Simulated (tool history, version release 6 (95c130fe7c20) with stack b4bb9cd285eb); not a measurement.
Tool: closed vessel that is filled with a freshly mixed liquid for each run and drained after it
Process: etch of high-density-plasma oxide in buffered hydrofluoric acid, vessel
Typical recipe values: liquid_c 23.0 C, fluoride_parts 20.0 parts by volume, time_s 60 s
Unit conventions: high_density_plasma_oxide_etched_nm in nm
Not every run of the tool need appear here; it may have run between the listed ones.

| run | hour | liquid_c | fluoride_parts | time_s | wafers since the last listed run | hours since the thermometer was replaced | hours since the hydrofluoric acid flow meter was replaced | hours since the gauge calibration | read-back film thickness of the high-density-plasma oxide reference wafer, read on the same gauge (nm) | high_density_plasma_oxide_etched_nm |
|---|---|---|---|---|---|---|---|---|---|---|
| 1 | 0.0 | 23.0 | 20.0 | 80 | 0 | 2326.6 | 837.0 | 694.4 | 100.01 | 55.03 |
| 2 | 79.4 | 23.0 | 20.0 | 60 | 8880 | 2406.0 | 916.4 | 773.8 | 100.01 | 41.65 |
| 3 | 161.0 | 23.0 | 20.0 | 60 | 9126 | 2487.6 | 998.0 | 855.4 | 99.96 | 41.65 |
| 4 | 202.3 | 23.0 | 20.0 | 60 | 4618 | 2528.9 | 1039.3 | 896.7 | 100.00 | 41.53 |
| 5 | 253.2 | 23.0 | 20.0 | 60 | 5692 | 2579.8 | 1090.2 | 947.6 | 99.99 | 41.56 |
|  | 305.8 | hydrofluoric acid flow meter replaced |
| 6 | 318.7 | 23.0 | 20.0 | 60 | 7213 | 2645.3 | 12.9 | 1013.1 | 99.99 | 42.63 |
|  | 335.6 | gauge calibrated |
| 7 | 363.7 | 23.0 | 20.0 | 60 | 5032 | 2690.3 | 57.9 | 28.1 | 100.03 | 42.66 |
| 8 | 408.2 | 27.0 | 23.5 | 90 | 4976 | 2734.8 | 102.4 | 72.6 | 100.00 | 69.71 |
|  | 489.6 | thermometer replaced |
| 9 | 509.7 | 21.5 | 17.0 | 40 | 11239 | 20.1 | 203.9 | 174.1 | 99.98 | 30.94 |

Predict the results of run 10:
|  | 535.4 | hydrofluoric acid flow meter replaced, repeated, since the last time left the tool worse |
| 10 | 557.4 | 23.0 | 20.0 | 95 | 5222 | 67.8 | 22.0 | 221.8 | ? | ? |

Run 10 came out at read-back film thickness of the high-density-plasma oxide reference wafer, read on the same gauge (nm) 99.99, high_density_plasma_oxide_etched_nm 63.81 nm.
Were there no unlogged condition in the tool, this run, its random variation unchanged, would have produced high_density_plasma_oxide_etched_nm 63.52 nm.
